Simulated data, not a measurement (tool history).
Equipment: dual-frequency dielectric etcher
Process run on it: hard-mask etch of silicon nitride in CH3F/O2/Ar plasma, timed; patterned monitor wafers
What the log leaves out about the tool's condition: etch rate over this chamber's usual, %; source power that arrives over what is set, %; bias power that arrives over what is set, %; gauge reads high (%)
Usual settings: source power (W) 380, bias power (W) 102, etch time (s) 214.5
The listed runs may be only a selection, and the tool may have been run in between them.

run   hour  source power (W)  bias power (W)  etch time (s)  wafers since the last listed run  hours since the last wet clean  hours since the last source power generator calibration  hours since the last bias power generator calibration  hours since the last upper electrode change  hours since the gauge calibration  read-back reference wafer on the same gauge, depth_nm  mean etch depth across the wafer (nm)
  1      0               380             102          214.5                                 0                           268.4                                                   3021.4                                                 1795.9                                       4398.7                               76.9                                                  179.1                                  149.9
  2   26.5               380             102          214.5                               220                           294.9                                                   3047.9                                                 1822.4                                       4425.2                              103.4                                                    179                                  150.9
  3     56               380             102          214.5                               245                           324.4                                                   3077.4                                                 1851.9                                       4454.7                              132.9                                                    179                                  150.4
  4   70.3               380             102          214.5                               119                           338.7                                                   3091.7                                                 1866.2                                         4469                              147.2                                                  179.1                                  150.5
  5  142.5               310             111          214.5                               601                           410.9                                                   3163.9                                                 1938.4                                       4541.2                              219.4                                                  179.1                                    144
  6  177.8               380             102          214.5                               294                           446.2                                                   3199.2                                                 1973.7                                       4576.5                              254.7                                                    179                                  150.5
  7  210.2               380             102          214.5                               269                           478.6                                                   3231.6                                                 2006.1                                       4608.9                              287.1                                                    179                                  150.9
  8  239.8               380             102          214.5                               246                           508.2                                                   3261.2                                                 2035.7                                       4638.5                              316.7                                                  179.2                                    150
       284  -- wet clean of the chamber
  9  284.5               380              95          214.5                               172                             0.5                                                   3305.9                                                 2080.4                                       4683.2                              361.4                                                    179                                  146.8
     311.7  -- upper electrode replaced
 10  312.2               380             102          214.5                                30                            28.2                                                   3333.6                                                 2108.1                                          0.5                              389.1                                                    179                                  150.8
 11  322.5               380             102          214.5                                85                            38.5                                                   3343.9                                                 2118.4                                         10.8                              399.4                                                  178.9                                  150.7
 12    341               380             102          214.5                               154                              57                                                   3362.4                                                 2136.9                                         29.3                              417.9                                                    179                                  150.9
     355.9  -- source power generator calibrated
 13  367.1               380             102          214.5                               184                            83.1                                                     11.2                                                   2163                                         55.4                                444                                                    179                                    150
 14  402.3               380             102          214.5                               293                           118.3                                                     46.4                                                 2198.2                                         90.6                              479.2                                                    179                                  151.4
     420.7  -- gauge calibrated
 15  437.1               330              80            175                               289                           153.1                                                     81.2                                                   2233                                        125.4                               16.4                                                  179.1                                  106.9
 16  472.5               330              85          159.5                               294                           188.5                                                    116.6                                                 2268.4                                        160.8                               51.8                                                  178.9                                     99
 17  497.7               380             102          259.5                               209                           213.7                                                    141.8                                                 2293.6                                          186                                 77                                                    179                                  181.9
 18    524               460              94            172                               219                             240                                                    168.1                                                 2319.9                                        212.3                              103.3                                                  178.9                                    126
     552.2  -- bias power generator calibrated
 19  552.7               450              91            196                               205                           268.7                                                    196.8                                                    0.5                                          241                                132                                                    179                                  140.5
 20  569.7               480             102          254.5                               141                           285.7                                                    213.8                                                   17.5                                          258                                149                                                  178.9                                    195
 21  592.8               310              77          196.5                               192                           308.8                                                    236.9                                                   40.6                                        281.1                              172.1                                                  178.9                                  115.5
 22  627.5               380             102          214.5                               289                           343.5                                                    271.6                                                   75.3                                        315.8                              206.8                                                    179                                    150
 23  701.5               380             102          214.5                               616                           417.5                                                    345.6                                                  149.3                                        389.8                              280.8                                                    179                                  150.2
 24  724.4               380             111          266.5                               190                           440.4                                                    368.5                                                  172.2                                        412.7                              303.7                                                    179                                  193.2
 25  744.8               310             102          214.5                               169                           460.8                                                    388.9                                                  192.6                                        433.1                              324.1                                                    179                                  139.2
 26  763.4               450              93          250.5                               154                           479.4                                                    407.5                                                  211.2                                        451.7                              342.7                                                  179.1                                  181.2
     799.4  -- wet clean of the chamber
 27  799.9               290              94          243.5                               104                             0.5                                                      444                                                  247.7                                        488.2                              379.2                                                  178.9                                    150
 28  800.3               380             102          214.5                                 3                             0.9                                                    444.4                                                  248.1                                        488.6                              379.6                                                    179                                  150.5

Each row is a separate what-if for the run after 28, all from the same tool condition, not one after another. Results?
  A  800.8               380             102            181                                 4                             1.4                                                    444.9                                                  248.6                                        489.1                              380.1                                                      ?                                      ?
  B  800.8               310              94            272                                 4                             1.4                                                    444.9                                                  248.6                                        489.1                              380.1                                                      ?                                      ?
  C  800.8               300             121          231.5                                 4                             1.4                                                    444.9                                                  248.6                                        489.1                              380.1                                                      ?                                      ?
  D  800.8               380             102            176                                 4                             1.4                                                    444.9                                                  248.6                                        489.1                              380.1                                                      ?                                      ?
  E  800.8               380             102          170.5                                 4                             1.4                                                    444.9                                                  248.6                                        489.1                              380.1                                                      ?                                      ?

run  read-back reference wafer on the same gauge, depth_nm  mean etch depth across the wafer (nm)
  A                                                    179                                  127.1
  B                                                    179                                  171.6
  C                                                    179                                    159
  D                                                    179                                  123.6
  E                                                    179                                  119.7
With the hidden condition removed and each run's random variation left untouched, the same runs would have given:
run  mean etch depth across the wafer (nm)
  A                                  127.1
  B                                  171.6
  C                                    159
  D                                  123.6
  E                                  119.7

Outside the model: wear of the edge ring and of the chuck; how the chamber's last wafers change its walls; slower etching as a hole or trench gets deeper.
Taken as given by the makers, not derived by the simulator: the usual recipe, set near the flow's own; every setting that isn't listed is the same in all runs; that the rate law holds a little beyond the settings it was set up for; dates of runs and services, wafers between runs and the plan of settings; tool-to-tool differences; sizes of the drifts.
